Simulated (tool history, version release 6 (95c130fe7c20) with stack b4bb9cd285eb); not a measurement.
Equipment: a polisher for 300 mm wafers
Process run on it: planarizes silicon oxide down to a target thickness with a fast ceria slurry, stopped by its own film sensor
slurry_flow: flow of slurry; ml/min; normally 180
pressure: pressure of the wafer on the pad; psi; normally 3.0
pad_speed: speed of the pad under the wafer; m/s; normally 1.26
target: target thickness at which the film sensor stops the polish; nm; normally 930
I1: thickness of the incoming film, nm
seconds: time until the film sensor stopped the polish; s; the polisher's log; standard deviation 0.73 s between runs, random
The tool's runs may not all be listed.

{"run": 1, "hour": 0.0, "slurry_flow": 180, "pressure": 2.4, "pad_speed": 1.26, "target": 930, "I1": 2394.9, "seconds": 75.0}
{"run": 2, "hour": 31.7, "slurry_flow": 180, "pressure": 2.4, "pad_speed": 1.26, "target": 930, "I1": 2345.8, "seconds": 71.9}
{"run": 3, "hour": 56.1, "slurry_flow": 180, "pressure": 3.7, "pad_speed": 1.26, "target": 930, "I1": 2370.6, "seconds": 47.5}
{"run": 4, "hour": 82.8, "slurry_flow": 180, "pressure": 3.7, "pad_speed": 1.26, "target": 930, "I1": 2306.3, "seconds": 46.5}
{"run": 5, "hour": 99.6, "slurry_flow": 180, "pressure": 3.7, "pad_speed": 1.26, "target": 930, "I1": 2317.2, "seconds": 47.0}
{"run": 6, "hour": 112.2, "slurry_flow": 180, "pressure": 3.0, "pad_speed": 1.26, "target": 930, "I1": 2400.9, "seconds": 62.1}
{"hour": 135.0, "done": "worn pad replaced by a new one"}
{"run": 7, "hour": 147.4, "slurry_flow": 180, "pressure": 3.0, "pad_speed": 1.26, "target": 930, "I1": 2374.2, "seconds": 57.5}
{"run": 8, "hour": 183.0, "slurry_flow": 180, "pressure": 3.0, "pad_speed": 1.26, "target": 930, "I1": 2375.6, "seconds": 57.5}
{"run": 9, "hour": 201.9, "slurry_flow": 180, "pressure": 3.0, "pad_speed": 1.26, "target": 930, "I1": 2341.7, "seconds": 56.4}
{"run": 10, "hour": 227.3, "slurry_flow": 180, "pressure": 3.0, "pad_speed": 1.26, "target": 930, "I1": 2330.1, "seconds": 56.7}
{"run": 11, "hour": 245.2, "slurry_flow": 180, "pressure": 3.0, "pad_speed": 1.26, "target": 930, "I1": 2353.7, "seconds": 56.7}
{"run": 12, "hour": 258.0, "slurry_flow": 180, "pressure": 3.0, "pad_speed": 1.26, "target": 930, "I1": 2362.6, "seconds": 59.0}
{"hour": 273.5, "done": "worn pad replaced by a new one"}
{"hour": 353.2, "done": "head pressure recalibrated"}
{"run": 13, "hour": 355.8, "slurry_flow": 180, "pressure": 3.0, "pad_speed": 1.26, "target": 930, "I1": 2357.5, "seconds": 62.9}
{"run": 14, "hour": 391.1, "slurry_flow": 180, "pressure": 3.0, "pad_speed": 1.26, "target": 930, "I1": 2356.0, "seconds": 64.4}
{"hour": 417.7, "done": "worn pad replaced by a new one"}
{"run": 15, "hour": 418.2, "slurry_flow": 155, "pressure": 3.0, "pad_speed": 1.58, "target": 448, "I1": 2336.4, "seconds": 67.6}
{"run": 16, "hour": 438.1, "slurry_flow": 180, "pressure": 3.0, "pad_speed": 1.26, "target": 930, "I1": 2355.7, "seconds": 60.2}
{"run": 17, "hour": 463.6, "slurry_flow": 200, "pressure": 3.0, "pad_speed": 1.26, "target": 684, "I1": 2326.0, "seconds": 69.1}
{"run": 18, "hour": 497.0, "slurry_flow": 160, "pressure": 2.2, "pad_speed": 1.26, "target": 590, "I1": 2362.0, "seconds": 105.2}
{"hour": 512.9, "done": "slurry nozzle cleaned"}
{"run": 19, "hour": 518.4, "slurry_flow": 180, "pressure": 3.0, "pad_speed": 1.26, "target": 930, "I1": 2367.1, "seconds": 61.4}
{"run": 20, "hour": 544.1, "slurry_flow": 135, "pressure": 3.0, "pad_speed": 1.08, "target": 750, "I1": 2386.7, "seconds": 82.6}
{"run": 21, "hour": 563.3, "slurry_flow": 180, "pressure": 3.0, "pad_speed": 0.96, "target": 621, "I1": 2358.1, "seconds": 94.2}
{"hour": 575.3, "done": "worn pad replaced by a new one"}
{"run": 22, "hour": 581.9, "slurry_flow": 200, "pressure": 3.0, "pad_speed": 1.48, "target": 762, "I1": 2372.8, "seconds": 57.8}
{"run": 23, "hour": 611.2, "slurry_flow": 160, "pressure": 2.4, "pad_speed": 1.62, "target": 1233, "I1": 2355.8, "seconds": 48.8}
{"run": 24, "hour": 633.7, "slurry_flow": 195, "pressure": 3.6, "pad_speed": 1.7, "target": 448, "I1": 2378.5, "seconds": 52.0}
{"run": 25, "hour": 662.8, "slurry_flow": 180, "pressure": 3.4, "pad_speed": 1.26, "target": 930, "I1": 2380.1, "seconds": 54.2}
{"run": 26, "hour": 696.7, "slurry_flow": 200, "pressure": 4.0, "pad_speed": 1.54, "target": 1288, "I1": 2361.8, "seconds": 29.1}
{"run": 27, "hour": 715.2, "slurry_flow": 130, "pressure": 3.9, "pad_speed": 1.04, "target": 1403, "I1": 2363.5, "seconds": 38.6}
{"hour": 734.4, "done": "worn pad replaced by a new one"}
{"run": 28, "hour": 735.7, "slurry_flow": 180, "pressure": 3.0, "pad_speed": 1.26, "target": 930, "I1": 2349.8, "seconds": 57.7}
{"run": 29, "hour": 768.4, "slurry_flow": 220, "pressure": 2.0, "pad_speed": 1.64, "target": 571, "I1": 2400.9, "seconds": 91.4}

Consider 4 possible next runs. They are alternatives, not a sequence: every one starts from the tool as it was left by run 29. What does each give?
{"run": "A", "hour": 768.8, "slurry_flow": 180, "pressure": 3.0, "pad_speed": 1.26, "target": 930, "I1": 2357.2, "seconds": "?"}
{"run": "B", "hour": 768.8, "slurry_flow": 180, "pressure": 3.9, "pad_speed": 1.26, "target": 930, "I1": 2357.2, "seconds": "?"}
{"run": "C", "hour": 768.8, "slurry_flow": 180, "pressure": 3.4, "pad_speed": 1.26, "target": 545, "I1": 2357.2, "seconds": "?"}
{"run": "D", "hour": 768.8, "slurry_flow": 125, "pressure": 3.0, "pad_speed": 1.26, "target": 930, "I1": 2357.2, "seconds": "?"}

run=A seconds=57.7
run=B seconds=44.4
run=C seconds=64.6
run=D seconds=60.6
Without the tool's unlogged condition, the same runs would have read:
run=A seconds=59.7
run=B seconds=45.9
run=C seconds=66.9
run=D seconds=62.7
